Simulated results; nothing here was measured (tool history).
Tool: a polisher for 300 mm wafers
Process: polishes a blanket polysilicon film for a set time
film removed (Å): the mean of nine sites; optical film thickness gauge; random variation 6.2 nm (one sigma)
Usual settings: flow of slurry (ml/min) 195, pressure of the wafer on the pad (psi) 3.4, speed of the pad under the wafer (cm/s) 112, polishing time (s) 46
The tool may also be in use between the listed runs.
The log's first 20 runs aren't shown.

run	hour	flow of slurry (ml/min)	pressure of the wafer on the pad (psi)	speed of the pad under the wafer (cm/s)	polishing time (s)	wafers since the last listed run	wafers polished on this pad	hours since the slurry nozzle was cleaned	hours since the head pressure was calibrated	incoming thickness of the incoming film, nm	film removed (Å)
21	276.7	145	4.5	138	40	116	716	97.9	1440.8	1733.8	5855
22	289.2	235	2.4	138	59	136	853	110.4	1453.3	1720.5	6820
23	296.0	195	3.4	112	46	74	928	117.2	1460.1	1759.3	4744
24	302.7	195	3.4	112	46	73	1001	123.9	1466.8	1713.5	4778
# hour 319.7: worn pad replaced by a new one
25	320.2	215	3.4	76	46	147	5	141.4	1484.3	1747.2	3498
# hour 330.2: head pressure recalibrated
26	332.4	195	2.9	112	46	111	117	153.6	2.2	1701.4	4744
27	344.9	195	3.4	112	46	136	254	166.1	14.7	1742.8	5072
28	359.4	250	3.0	112	55	158	413	180.6	29.2	1724.4	5750
29	365.6	195	3.4	112	46	67	481	186.8	35.4	1732.0	5097
30	380.1	235	2.5	112	46	158	639	201.3	49.9	1716.6	4426
31	393.1	255	4.3	140	46	142	782	214.3	62.9	1735.2	6893
32	407.1	195	2.6	136	59	153	935	228.3	76.9	1743.1	6710
# hour 423.1: worn pad replaced by a new one
33	424.9	195	4.1	112	35	151	19	246.1	94.7	1743.7	4173
34	441.5	150	2.4	76	46	181	201	262.7	111.3	1757.3	2922
35	455.0	195	3.4	112	46	147	349	276.2	124.8	1732.4	4986
36	469.4	195	3.7	112	51	157	507	290.6	139.2	1712.1	5645
37	479.1	170	2.3	112	41	106	613	300.3	148.9	1724.0	3829
# hour 496.3: slurry nozzle cleaned
38	496.7	135	3.1	112	30	181	795	0.4	166.5	1705.8	2993

Forecast each of these 3 alternatives for the next run:
A	497.1	195	3.4	112	46	4	799	0.8	166.9	1734.6	?
B	497.1	195	2.6	98	31	4	799	0.8	166.9	1734.6	?
C	497.1	195	3.4	112	41	4	799	0.8	166.9	1734.6	?

run	film removed (Å)
A	4819
B	2579
C	4295
Without the tool's hidden state the same runs would have given:
run	film removed (Å)
A	5069
B	2713
C	4518
